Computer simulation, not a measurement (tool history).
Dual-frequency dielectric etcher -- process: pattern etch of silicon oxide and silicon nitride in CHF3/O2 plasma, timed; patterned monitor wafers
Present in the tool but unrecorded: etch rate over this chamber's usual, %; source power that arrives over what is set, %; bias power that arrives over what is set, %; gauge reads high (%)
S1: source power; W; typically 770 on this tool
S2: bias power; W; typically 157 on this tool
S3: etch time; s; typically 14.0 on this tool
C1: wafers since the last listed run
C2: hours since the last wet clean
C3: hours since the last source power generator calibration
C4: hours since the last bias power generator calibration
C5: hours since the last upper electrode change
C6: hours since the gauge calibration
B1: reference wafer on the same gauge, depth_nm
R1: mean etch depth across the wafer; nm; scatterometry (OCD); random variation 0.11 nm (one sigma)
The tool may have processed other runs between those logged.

run 1 day=0.000 | S1=770 S2=157 S3=14.0 | C1=0 C2=125.2 C3=9.9 C4=1191.6 C5=4565.7 C6=1510.9 | B1=24.59 | R1=22.18
run 2 day=1.375 | S1=770 S2=157 S3=14.0 | C1=714 C2=158.2 C3=42.9 C4=1224.6 C5=4598.7 C6=1543.9 | B1=24.59 | R1=22.29
run 3 day=4.254 | S1=770 S2=157 S3=14.0 | C1=1496 C2=227.3 C3=112.0 C4=1293.7 C5=4667.8 C6=1613.0 | B1=24.61 | R1=22.12
run 4 day=5.933 | S1=770 S2=157 S3=14.0 | C1=872 C2=267.6 C3=152.3 C4=1334.0 C5=4708.1 C6=1653.3 | B1=24.55 | R1=22.02
run 5 day=8.350 | S1=770 S2=157 S3=14.0 | C1=1255 C2=325.6 C3=210.3 C4=1392.0 C5=4766.1 C6=1711.3 | B1=24.59 | R1=22.37
-- day=9.079 gauge calibrated
run 6 day=9.671 | S1=710 S2=157 S3=16.0 | C1=686 C2=357.3 C3=242.0 C4=1423.7 C5=4797.8 C6=14.2 | B1=24.59 | R1=24.15
run 7 day=10.892 | S1=710 S2=157 S3=16.0 | C1=634 C2=386.6 C3=271.3 C4=1453.0 C5=4827.1 C6=43.5 | B1=24.58 | R1=24.29
run 8 day=12.579 | S1=770 S2=157 S3=14.0 | C1=876 C2=427.1 C3=311.8 C4=1493.5 C5=4867.6 C6=84.0 | B1=24.59 | R1=22.32
run 9 day=14.321 | S1=890 S2=145 S3=11.0 | C1=904 C2=468.9 C3=353.6 C4=1535.3 C5=4909.4 C6=125.8 | B1=24.60 | R1=18.04
-- day=16.817 wet clean of the chamber
run 10 day=16.838 | S1=770 S2=157 S3=12.5 | C1=788 C2=0.5 C3=414.0 C4=1595.7 C5=4969.8 C6=186.2 | B1=24.56 | R1=19.94
-- day=18.692 source power generator calibrated, repeated, since the last time left the tool worse
run 11 day=18.879 | S1=580 S2=122 S3=17.5 | C1=974 C2=49.5 C3=4.5 C4=1644.7 C5=5018.8 C6=235.2 | B1=24.55 | R1=20.90
run 12 day=20.188 | S1=640 S2=120 S3=16.5 | C1=679 C2=80.9 C3=35.9 C4=1676.1 C5=5050.2 C6=266.6 | B1=24.64 | R1=20.69
-- day=23.362 upper electrode replaced
run 13 day=28.492 | S1=770 S2=157 S3=11.5 | C1=3795 C2=280.2 C3=235.2 C4=1875.4 C5=123.1 C6=465.9 | B1=24.62 | R1=17.49
run 14 day=31.325 | S1=890 S2=190 S3=14.0 | C1=1472 C2=348.2 C3=303.2 C4=1943.4 C5=191.1 C6=533.9 | B1=24.56 | R1=24.92
run 15 day=33.221 | S1=690 S2=157 S3=10.0 | C1=985 C2=393.7 C3=348.7 C4=1988.9 C5=236.6 C6=579.4 | B1=24.61 | R1=14.55
run 16 day=37.400 | S1=770 S2=157 S3=11.0 | C1=2171 C2=494.0 C3=449.0 C4=2089.2 C5=336.9 C6=679.7 | B1=24.62 | R1=16.93
-- day=38.383 bias power generator calibrated
-- day=39.133 wet clean of the chamber
run 17 day=39.154 | S1=590 S2=188 S3=18.0 | C1=434 C2=0.5 C3=491.1 C4=18.5 C5=379.0 C6=721.8 | B1=24.60 | R1=26.15
run 18 day=39.908 | S1=770 S2=129 S3=14.0 | C1=391 C2=18.6 C3=509.2 C4=36.6 C5=397.1 C6=739.9 | B1=24.58 | R1=19.90
run 19 day=41.121 | S1=770 S2=157 S3=14.0 | C1=630 C2=47.7 C3=538.3 C4=65.7 C5=426.2 C6=769.0 | B1=24.59 | R1=21.53
run 20 day=43.171 | S1=600 S2=157 S3=16.5 | C1=1065 C2=96.9 C3=587.5 C4=114.9 C5=475.4 C6=818.2 | B1=24.62 | R1=22.49
run 21 day=44.788 | S1=770 S2=157 S3=14.0 | C1=840 C2=135.7 C3=626.3 C4=153.7 C5=514.2 C6=857.0 | B1=24.55 | R1=21.59
run 22 day=45.800 | S1=590 S2=124 S3=12.5 | C1=526 C2=160.0 C3=650.6 C4=178.0 C5=538.5 C6=881.3 | B1=24.58 | R1=15.30
run 23 day=48.396 | S1=620 S2=118 S3=16.0 | C1=1348 C2=222.3 C3=712.9 C4=240.3 C5=600.8 C6=943.6 | B1=24.60 | R1=19.68
run 24 day=50.283 | S1=770 S2=157 S3=14.0 | C1=980 C2=267.6 C3=758.2 C4=285.6 C5=646.1 C6=988.9 | B1=24.64 | R1=21.72
run 25 day=51.933 | S1=770 S2=140 S3=12.5 | C1=857 C2=307.2 C3=797.8 C4=325.2 C5=685.7 C6=1028.5 | B1=24.60 | R1=18.54
run 26 day=53.621 | S1=710 S2=192 S3=14.0 | C1=876 C2=347.7 C3=838.3 C4=365.7 C5=726.2 C6=1069.0 | B1=24.60 | R1=22.83
-- day=56.404 wet clean of the chamber
run 27 day=56.425 | S1=770 S2=157 S3=14.0 | C1=937 C2=0.5 C3=905.6 C4=433.0 C5=793.5 C6=1136.3 | B1=24.56 | R1=21.65
run 28 day=57.458 | S1=770 S2=128 S3=14.0 | C1=536 C2=25.3 C3=930.4 C4=457.8 C5=818.3 C6=1161.1 | B1=24.60 | R1=20.04

Consider 5 possible next runs. They are alternatives, not a sequence: every one starts from the tool as it was left by run 28. What does each give?
run A day=57.475 | S1=770 S2=157 S3=10.0 | C1=8 C2=25.7 C3=930.8 C4=458.2 C5=818.7 C6=1161.5 | B1=? | R1=?
run B day=57.475 | S1=650 S2=171 S3=13.0 | C1=8 C2=25.7 C3=930.8 C4=458.2 C5=818.7 C6=1161.5 | B1=? | R1=?
run C day=57.475 | S1=950 S2=135 S3=14.0 | C1=8 C2=25.7 C3=930.8 C4=458.2 C5=818.7 C6=1161.5 | B1=? | R1=?
run D day=57.475 | S1=920 S2=177 S3=10.0 | C1=8 C2=25.7 C3=930.8 C4=458.2 C5=818.7 C6=1161.5 | B1=? | R1=?
run E day=57.475 | S1=770 S2=178 S3=15.0 | C1=8 C2=25.7 C3=930.8 C4=458.2 C5=818.7 C6=1161.5 | B1=? | R1=?

run=A B1=24.56 R1=15.45
run=B B1=24.56 R1=19.09
run=C B1=24.56 R1=22.58
run=D B1=24.56 R1=17.67
run=E B1=24.56 R1=24.38
What these runs would have given with no unlogged condition in the tool:
run=A R1=15.31
run=B R1=18.91
run=C R1=22.36
run=D R1=17.50
run=E R1=24.15
